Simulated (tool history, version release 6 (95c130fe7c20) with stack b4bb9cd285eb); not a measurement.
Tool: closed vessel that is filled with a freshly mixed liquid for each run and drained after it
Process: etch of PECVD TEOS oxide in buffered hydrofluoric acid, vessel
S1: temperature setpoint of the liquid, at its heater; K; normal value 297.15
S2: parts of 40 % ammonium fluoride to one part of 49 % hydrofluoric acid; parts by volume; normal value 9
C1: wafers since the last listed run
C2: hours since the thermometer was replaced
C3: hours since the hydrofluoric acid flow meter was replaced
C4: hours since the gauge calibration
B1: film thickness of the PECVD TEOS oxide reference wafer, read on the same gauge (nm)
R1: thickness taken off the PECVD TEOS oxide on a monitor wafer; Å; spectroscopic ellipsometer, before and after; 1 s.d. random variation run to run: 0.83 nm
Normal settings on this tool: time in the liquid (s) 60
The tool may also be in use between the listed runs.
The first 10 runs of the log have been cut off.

run 11 day=4.992 | S1=295.15 S2=9 time_in_the_liquid_(s)=60 | C1=990 C2=83.3 C3=1139.8 C4=626.6 | B1=70 | R1=963.1
-- day=5.029 gauge calibrated
run 12 day=5.292 | S1=294.15 S2=5.5 time_in_the_liquid_(s)=30 | C1=548 C2=90.5 C3=1147 C4=6.3 | B1=70.01 | R1=736.2
run 13 day=5.55 | S1=297.15 S2=9 time_in_the_liquid_(s)=60 | C1=472 C2=96.7 C3=1153.2 C4=12.5 | B1=69.99 | R1=1076.1
run 14 day=6.283 | S1=302.15 S2=11 time_in_the_liquid_(s)=40 | C1=1340 C2=114.3 C3=1170.8 C4=30.1 | B1=70.01 | R1=781.9
run 15 day=6.704 | S1=297.15 S2=9 time_in_the_liquid_(s)=60 | C1=769 C2=124.4 C3=1180.9 C4=40.2 | B1=70 | R1=1068.5
-- day=7.438 hydrofluoric acid flow meter replaced
run 16 day=7.458 | S1=302.15 S2=6.5 time_in_the_liquid_(s)=90 | C1=1302 C2=142.5 C3=0.5 C4=58.3 | B1=69.99 | R1=2899.6
run 17 day=7.925 | S1=301.65 S2=9 time_in_the_liquid_(s)=60 | C1=853 C2=153.7 C3=11.7 C4=69.5 | B1=70 | R1=1325.2
run 18 day=8.521 | S1=299.15 S2=8 time_in_the_liquid_(s)=60 | C1=1089 C2=168 C3=26 C4=83.8 | B1=69.99 | R1=1330
run 19 day=8.979 | S1=297.15 S2=9 time_in_the_liquid_(s)=60 | C1=838 C2=179 C3=37 C4=94.8 | B1=69.99 | R1=1055.4
run 20 day=9.246 | S1=300.15 S2=6 time_in_the_liquid_(s)=60 | C1=487 C2=185.4 C3=43.4 C4=101.2 | B1=69.98 | R1=1866
run 21 day=9.592 | S1=299.15 S2=6 time_in_the_liquid_(s)=95 | C1=632 C2=193.7 C3=51.7 C4=109.5 | B1=69.99 | R1=2809.5
run 22 day=9.9 | S1=297.15 S2=9 time_in_the_liquid_(s)=30 | C1=563 C2=201.1 C3=59.1 C4=116.9 | B1=70 | R1=521.4
run 23 day=10.254 | S1=297.15 S2=9 time_in_the_liquid_(s)=60 | C1=647 C2=209.6 C3=67.6 C4=125.4 | B1=70.01 | R1=1057.1
run 24 day=10.679 | S1=301.15 S2=11 time_in_the_liquid_(s)=30 | C1=777 C2=219.8 C3=77.8 C4=135.6 | B1=69.98 | R1=559.8
run 25 day=11.362 | S1=297.15 S2=9 time_in_the_liquid_(s)=60 | C1=1249 C2=236.2 C3=94.2 C4=152 | B1=70 | R1=1058.4
run 26 day=12.096 | S1=301.65 S2=5.5 time_in_the_liquid_(s)=85 | C1=1340 C2=253.8 C3=111.8 C4=169.6 | B1=70 | R1=3064.8
run 27 day=12.442 | S1=297.15 S2=12 time_in_the_liquid_(s)=60 | C1=632 C2=262.1 C3=120.1 C4=177.9 | B1=70 | R1=828.3
run 28 day=13.175 | S1=297.15 S2=9 time_in_the_liquid_(s)=60 | C1=1340 C2=279.7 C3=137.7 C4=195.5 | B1=69.99 | R1=1048.1
run 29 day=13.546 | S1=297.15 S2=9 time_in_the_liquid_(s)=60 | C1=678 C2=288.6 C3=146.6 C4=204.4 | B1=70.01 | R1=1053.7
run 30 day=13.921 | S1=297.15 S2=9 time_in_the_liquid_(s)=60 | C1=685 C2=297.6 C3=155.6 C4=213.4 | B1=70 | R1=1059.7
run 31 day=14.2 | S1=301.65 S2=7.5 time_in_the_liquid_(s)=40 | C1=510 C2=304.3 C3=162.3 C4=220.1 | B1=70.01 | R1=1090.6
run 32 day=14.8 | S1=300.15 S2=11 time_in_the_liquid_(s)=50 | C1=1097 C2=318.7 C3=176.7 C4=234.5 | B1=70 | R1=869.5
run 33 day=15.525 | S1=295.15 S2=11.5 time_in_the_liquid_(s)=30 | C1=1325 C2=336.1 C3=194.1 C4=251.9 | B1=70.01 | R1=382

Predict each of these 4 candidate next runs independently; none follows another, all start after run 33:
run A day=15.554 | S1=297.15 S2=11.5 time_in_the_liquid_(s)=60 | C1=53 C2=336.8 C3=194.8 C4=252.6 | B1=? | R1=?
run B day=15.554 | S1=299.65 S2=9 time_in_the_liquid_(s)=60 | C1=53 C2=336.8 C3=194.8 C4=252.6 | B1=? | R1=?
run C day=15.554 | S1=300.65 S2=9 time_in_the_liquid_(s)=50 | C1=53 C2=336.8 C3=194.8 C4=252.6 | B1=? | R1=?
run D day=15.554 | S1=297.15 S2=9 time_in_the_liquid_(s)=90 | C1=53 C2=336.8 C3=194.8 C4=252.6 | B1=? | R1=?

run=A B1=70 R1=850.9
run=B B1=70 R1=1193.1
run=C B1=70 R1=1049
run=D B1=70 R1=1562.8
Without the tool's hidden state the same runs would have given:
run=A R1=875.4
run=B R1=1226.9
run=C R1=1078.6
run=D R1=1607.8
